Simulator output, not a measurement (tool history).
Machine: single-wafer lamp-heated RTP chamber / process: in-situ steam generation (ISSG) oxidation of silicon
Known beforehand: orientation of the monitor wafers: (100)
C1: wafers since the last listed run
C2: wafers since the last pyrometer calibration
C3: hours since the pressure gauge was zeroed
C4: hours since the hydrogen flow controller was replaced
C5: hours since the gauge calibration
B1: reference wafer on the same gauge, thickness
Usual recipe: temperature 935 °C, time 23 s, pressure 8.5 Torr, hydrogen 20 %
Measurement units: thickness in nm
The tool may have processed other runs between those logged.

Run 1, hour 0.0: usual settings; C1 0; C2 5510; C3 2419.4; C4 3331.8; C5 813.1; B1 4.642. Result: thickness 4.450 nm.
At hour 48.0: pyrometer window cleaned and pyrometer calibrated.
Run 2, hour 104.4: usual settings but pressure 9.3 Torr; C1 571; C2 334; C3 2523.8; C4 3436.2; C5 917.5; B1 4.638. Result: thickness 4.277 nm.
Run 3, hour 184.0: usual settings; C1 471; C2 806; C3 2603.4; C4 3515.8; C5 997.1; B1 4.636. Result: thickness 4.366 nm.
Run 4, hour 238.0: usual settings; C1 320; C2 1126; C3 2657.4; C4 3569.8; C5 1051.1; B1 4.641. Result: thickness 4.330 nm.
Run 5, hour 297.7: usual settings but time 29 s, hydrogen 14 %; C1 353; C2 1480; C3 2717.1; C4 3629.5; C5 1110.8; B1 4.637. Result: thickness 4.452 nm.
Run 6, hour 398.9: usual settings but time 29 s, hydrogen 14 %; C1 599; C2 2080; C3 2818.3; C4 3730.7; C5 1212.0; B1 4.639. Result: thickness 4.498 nm.
At hour 476.5: hydrogen flow controller replaced.
Run 7, hour 487.7: usual settings but time 29 s, hydrogen 14 %; C1 479; C2 2559; C3 2907.1; C4 11.2; C5 1300.8; B1 4.638. Result: thickness 4.524 nm.
Run 8, hour 579.8: usual settings; C1 546; C2 3105; C3 2999.2; C4 103.3; C5 1392.9; B1 4.644. Result: thickness 4.453 nm.
At hour 669.0: pressure gauge zeroed.
Run 9, hour 680.0: usual settings but time 20 s; C1 546; C2 3652; C3 11.0; C4 203.5; C5 1493.1; B1 4.639. Result: thickness 4.157 nm.
Run 10, hour 731.6: usual settings but time 20 s; C1 305; C2 3957; C3 62.6; C4 255.1; C5 1544.7; B1 4.639. Result: thickness 4.182 nm.
At hour 740.9: gauge calibrated.
Run 11, hour 907.9: usual settings but temperature 918 °C, time 16 s, hydrogen 14 %; C1 1045; C2 5003; C3 238.9; C4 431.4; C5 167.0; B1 4.645. Result: thickness 3.391 nm.
Run 12, hour 956.9: usual settings but temperature 948 °C, time 32 s, pressure 7.8 Torr; C1 290; C2 5293; C3 287.9; C4 480.4; C5 216.0; B1 4.640. Result: thickness 5.336 nm.
Run 13, hour 1040.0: usual settings but time 17 s, hydrogen 12 %; C1 492; C2 5786; C3 371.0; C4 563.5; C5 299.1; B1 4.639. Result: thickness 3.506 nm.
Run 14, hour 1147.6: usual settings but time 19 s, pressure 7.9 Torr; C1 637; C2 6424; C3 478.6; C4 671.1; C5 406.7; B1 4.644. Result: thickness 4.111 nm.
At hour 1179.5: pyrometer window cleaned and pyrometer calibrated.
Run 15, hour 1213.6: usual settings but time 28 s; C1 343; C2 202; C3 544.6; C4 737.1; C5 472.7; B1 4.639. Result: thickness 4.720 nm.
Run 16, hour 1269.5: usual settings but pressure 9.3 Torr; C1 331; C2 533; C3 600.5; C4 793.0; C5 528.6; B1 4.639. Result: thickness 4.283 nm.
Run 17, hour 1331.9: usual settings but temperature 920 °C, time 15 s, pressure 7.8 Torr, hydrogen 11 %; C1 369; C2 903; C3 662.9; C4 855.4; C5 591.0; B1 4.642. Result: thickness 3.104 nm.
Run 18, hour 1376.2: usual settings but temperature 940 °C, time 18 s, pressure 9.2 Torr, hydrogen 14 %; C1 262; C2 1166; C3 707.2; C4 899.7; C5 635.3; B1 4.640. Result: thickness 3.663 nm.
Run 19, hour 1442.6: usual settings; C1 393; C2 1559; C3 773.6; C4 966.1; C5 701.7; B1 4.644. Result: thickness 4.343 nm.
Run 20, hour 1522.4: usual settings but temperature 944 °C, hydrogen 15 %; C1 473; C2 2033; C3 853.4; C4 1045.9; C5 781.5; B1 4.638. Result: thickness 4.274 nm.

Consider 5 possible next runs. They are alternatives, not a sequence: every one starts from the tool as it was left by run 20. What does each give?
Run A, hour 1522.9: usual settings but hydrogen 11 %; C1 2; C2 2036; C3 853.9; C4 1046.4; C5 782.0; B1 ?. Result: thickness ?.
Run B, hour 1522.9: usual settings but temperature 954 °C, hydrogen 17 %; C1 2; C2 2036; C3 853.9; C4 1046.4; C5 782.0; B1 ?. Result: thickness ?.
Run C, hour 1522.9: usual settings but temperature 950 °C, time 16 s, pressure 7.3 Torr, hydrogen 15 %; C1 2; C2 2036; C3 853.9; C4 1046.4; C5 782.0; B1 ?. Result: thickness ?.
Run D, hour 1522.9: usual settings but temperature 927 °C, time 27 s, hydrogen 17 %; C1 2; C2 2036; C3 853.9; C4 1046.4; C5 782.0; B1 ?. Result: thickness ?.
Run E, hour 1522.9: usual settings but temperature 948 °C, time 28 s, pressure 9.3 Torr; C1 2; C2 2036; C3 853.9; C4 1046.4; C5 782.0; B1 ?. Result: thickness ?.

run     B1  thickness
  A  4.645      3.819
  B  4.645      4.430
  C  4.645      3.646
  D  4.645      4.361
  E  4.645      4.867
Without the tool's hidden state the same runs would have given:
run  thickness
  A      3.746
  B      4.335
  C      3.579
  D      4.275
  E      4.759
